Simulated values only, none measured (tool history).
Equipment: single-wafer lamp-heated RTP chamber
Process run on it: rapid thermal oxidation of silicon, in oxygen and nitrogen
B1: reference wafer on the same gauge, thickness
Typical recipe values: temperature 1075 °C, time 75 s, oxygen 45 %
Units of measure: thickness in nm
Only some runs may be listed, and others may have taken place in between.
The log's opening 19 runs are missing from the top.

-- hour=223.2 oxygen flow controller replaced
run 20 hour=223.7 | temperature=1075 time=75 oxygen=66 | B1=9.178 | thickness=10.935
run 21 hour=233 | temperature=1050 time=107 oxygen=31 | B1=9.162 | thickness=8.314
-- hour=247 pyrometer window cleaned and pyrometer calibrated
run 22 hour=247.5 | temperature=1061 time=45 oxygen=45 | B1=9.156 | thickness=6.79
run 23 hour=253.3 | temperature=1075 time=75 oxygen=45 | B1=9.168 | thickness=9.322
run 24 hour=262 | temperature=1052 time=75 oxygen=45 | B1=9.17 | thickness=8.049
run 25 hour=269.1 | temperature=1075 time=75 oxygen=45 | B1=9.178 | thickness=9.309
run 26 hour=282 | temperature=1075 time=75 oxygen=45 | B1=9.166 | thickness=9.356
run 27 hour=295.6 | temperature=1049 time=75 oxygen=35 | B1=9.159 | thickness=7.215
run 28 hour=302.8 | temperature=1075 time=89 oxygen=45 | B1=9.169 | thickness=10.197
run 29 hour=313.4 | temperature=1075 time=85 oxygen=26 | B1=9.167 | thickness=8.21
run 30 hour=324.8 | temperature=1049 time=107 oxygen=22 | B1=9.169 | thickness=7.204
run 31 hour=338.9 | temperature=1075 time=86 oxygen=30 | B1=9.172 | thickness=8.627
run 32 hour=355.3 | temperature=1057 time=45 oxygen=70 | B1=9.16 | thickness=7.802
run 33 hour=363 | temperature=1052 time=58 oxygen=19 | B1=9.159 | thickness=5.408
run 34 hour=369.7 | temperature=1075 time=66 oxygen=45 | B1=9.16 | thickness=8.927
run 35 hour=383.6 | temperature=1075 time=75 oxygen=45 | B1=9.165 | thickness=9.425

5 options for the next run, each taken on its own from the tool as it stands now. Forecast them:
run A hour=384 | temperature=1075 time=42 oxygen=45 | B1=? | thickness=?
run B hour=384 | temperature=1097 time=75 oxygen=73 | B1=? | thickness=?
run C hour=384 | temperature=1096 time=75 oxygen=66 | B1=? | thickness=?
run D hour=384 | temperature=1075 time=50 oxygen=63 | B1=? | thickness=?
run E hour=384 | temperature=1095 time=55 oxygen=18 | B1=? | thickness=?

run=A B1=9.186 thickness=7.311
run=B B1=9.186 thickness=12.923
run=C B1=9.186 thickness=12.384
run=D B1=9.186 thickness=8.883
run=E B1=9.186 thickness=6.777
With no hidden state in the tool, these same runs would have given:
run=A thickness=7.179
run=B thickness=12.696
run=C thickness=12.166
run=D thickness=8.722
run=E thickness=6.66
